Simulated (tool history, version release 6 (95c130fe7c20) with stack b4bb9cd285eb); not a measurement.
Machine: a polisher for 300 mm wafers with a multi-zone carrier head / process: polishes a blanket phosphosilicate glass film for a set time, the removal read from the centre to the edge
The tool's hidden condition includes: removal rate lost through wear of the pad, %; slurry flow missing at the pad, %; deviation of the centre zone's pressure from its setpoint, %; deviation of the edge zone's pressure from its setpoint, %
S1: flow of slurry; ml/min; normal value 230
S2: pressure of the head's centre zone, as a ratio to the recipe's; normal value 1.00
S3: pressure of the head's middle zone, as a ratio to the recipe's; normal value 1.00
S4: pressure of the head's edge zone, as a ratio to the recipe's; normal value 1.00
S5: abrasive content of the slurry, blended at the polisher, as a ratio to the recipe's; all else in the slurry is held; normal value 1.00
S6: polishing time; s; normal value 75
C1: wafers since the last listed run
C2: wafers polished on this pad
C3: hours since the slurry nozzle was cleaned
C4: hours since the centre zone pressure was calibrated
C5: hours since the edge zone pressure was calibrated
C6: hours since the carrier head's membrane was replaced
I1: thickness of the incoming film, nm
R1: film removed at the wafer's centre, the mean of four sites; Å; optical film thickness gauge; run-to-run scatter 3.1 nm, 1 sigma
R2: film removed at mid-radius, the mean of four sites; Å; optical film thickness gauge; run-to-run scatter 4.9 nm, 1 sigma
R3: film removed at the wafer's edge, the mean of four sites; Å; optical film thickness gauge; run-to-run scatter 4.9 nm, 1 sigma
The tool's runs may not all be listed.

Run 1, hour 0.0: usual settings but S4 0.93, S5 0.80; C1 0; C2 2057; C3 389.1; C4 28.8; C5 670.8; C6 1030.1; I1 4127.2. Result: R1 4540 Å, R2 4513 Å, R3 4474 Å.
At hour 38.7: worn pad replaced by a new one.
Run 2, hour 103.0: usual settings but S4 0.95; C1 482; C2 313; C3 492.1; C4 131.8; C5 773.8; C6 1133.1; I1 4145.9. Result: R1 4922 Å, R2 4834 Å, R3 4931 Å.
Run 3, hour 278.0: usual settings but S4 0.95; C1 853; C2 1167; C3 667.1; C4 306.8; C5 948.8; C6 1308.1; I1 4247.3. Result: R1 4782 Å, R2 4829 Å, R3 4869 Å.
Run 4, hour 335.1: usual settings but S4 0.95; C1 278; C2 1445; C3 724.2; C4 363.9; C5 1005.9; C6 1365.2; I1 4145.3. Result: R1 4777 Å, R2 4809 Å, R3 4935 Å.
Run 5, hour 420.0: usual settings but S1 185 ml/min; C1 414; C2 1859; C3 809.1; C4 448.8; C5 1090.8; C6 1450.1; I1 4109.3. Result: R1 4602 Å, R2 4596 Å, R3 4904 Å.
At hour 441.9: slurry nozzle cleaned.
At hour 447.3: centre zone pressure recalibrated.
Run 6, hour 478.7: usual settings but S3 1.04, S4 0.93, S5 1.20; C1 271; C2 2131; C3 36.8; C4 31.4; C5 1149.5; C6 1508.8; I1 4164.5. Result: R1 5213 Å, R2 5329 Å, R3 5163 Å.
At hour 512.9: worn pad replaced by a new one.
Run 7, hour 543.4: usual settings but S2 1.04, S6 98 s; C1 296; C2 148; C3 101.5; C4 96.1; C5 1214.2; C6 1573.5; I1 4192.2. Result: R1 6706 Å, R2 6179 Å, R3 6614 Å.
Run 8, hour 586.4: usual settings but S3 0.89, S4 0.90; C1 209; C2 358; C3 144.5; C4 139.1; C5 1257.2; C6 1616.5; I1 4188.3. Result: R1 4871 Å, R2 4310 Å, R3 4762 Å.
At hour 627.2: carrier head's membrane replaced by a new one.
Run 9, hour 629.9: usual settings but S4 0.93, S5 0.80; C1 187; C2 546; C3 188.0; C4 182.6; C5 1300.7; C6 2.7; I1 4183.6. Result: R1 4537 Å, R2 4479 Å, R3 4474 Å.
Run 10, hour 704.8: usual settings; C1 365; C2 911; C3 262.9; C4 257.5; C5 1375.6; C6 77.6; I1 4134.1. Result: R1 4848 Å, R2 4789 Å, R3 5005 Å.
Run 11, hour 778.6: usual settings; C1 359; C2 1271; C3 336.7; C4 331.3; C5 1449.4; C6 151.4; I1 4176.3. Result: R1 4799 Å, R2 4832 Å, R3 5066 Å.
At hour 805.8: edge zone pressure recalibrated.
At hour 884.5: centre zone pressure recalibrated.
Run 12, hour 885.2: usual settings but S2 1.09, S3 0.95, S5 0.90, S6 86 s; C1 500; C2 1771; C3 443.3; C4 0.7; C5 79.4; C6 258.0; I1 4094.9. Result: R1 5820 Å, R2 5012 Å, R3 5548 Å.
Run 13, hour 969.6: usual settings but S2 1.04; C1 411; C2 2183; C3 527.7; C4 85.1; C5 163.8; C6 342.4; I1 4240.1. Result: R1 4981 Å, R2 4857 Å, R3 5055 Å.
At hour 1030.6: worn pad replaced by a new one.
Run 14, hour 1033.5: usual settings but S5 0.75; C1 292; C2 13; C3 591.6; C4 149.0; C5 227.7; C6 406.3; I1 4133.6. Result: R1 4363 Å, R2 4321 Å, R3 4568 Å.
Run 15, hour 1112.6: usual settings but S2 1.08, S6 51 s; C1 385; C2 399; C3 670.7; C4 228.1; C5 306.8; C6 485.4; I1 4156.4. Result: R1 3489 Å, R2 3278 Å, R3 3439 Å.
At hour 1331.1: centre zone pressure recalibrated.
Run 16, hour 1379.5: usual settings but S3 0.90; C1 1292; C2 1691; C3 937.6; C4 48.4; C5 573.7; C6 752.3; I1 4167.6. Result: R1 4888 Å, R2 4394 Å, R3 5003 Å.
Run 17, hour 1427.5: usual settings but S4 0.89; C1 234; C2 1925; C3 985.6; C4 96.4; C5 621.7; C6 800.3; I1 4239.9. Result: R1 4904 Å, R2 4806 Å, R3 4779 Å.
At hour 1437.5: worn pad replaced by a new one.
At hour 1457.8: slurry nozzle cleaned.
Run 18, hour 1500.6: usual settings but S1 180 ml/min, S4 1.06; C1 332; C2 302; C3 42.8; C4 169.5; C5 694.8; C6 873.4; I1 4208.7. Result: R1 4740 Å, R2 4649 Å, R3 5078 Å.

Forecast run 19:
Run 19, hour 1559.6: usual settings; C1 287; C2 590; C3 101.8; C4 228.5; C5 753.8; C6 932.4; I1 4209.5. Result: R1 ?, R2 ?, R3 ?.

R1: 4815 Å
R2: 4764 Å
R3: 5100 Å
Were there no unlogged condition in the tool, this run, its random variation unchanged, would have produced R1 4894 Å, R2 4764 Å, R3 5100 Å.
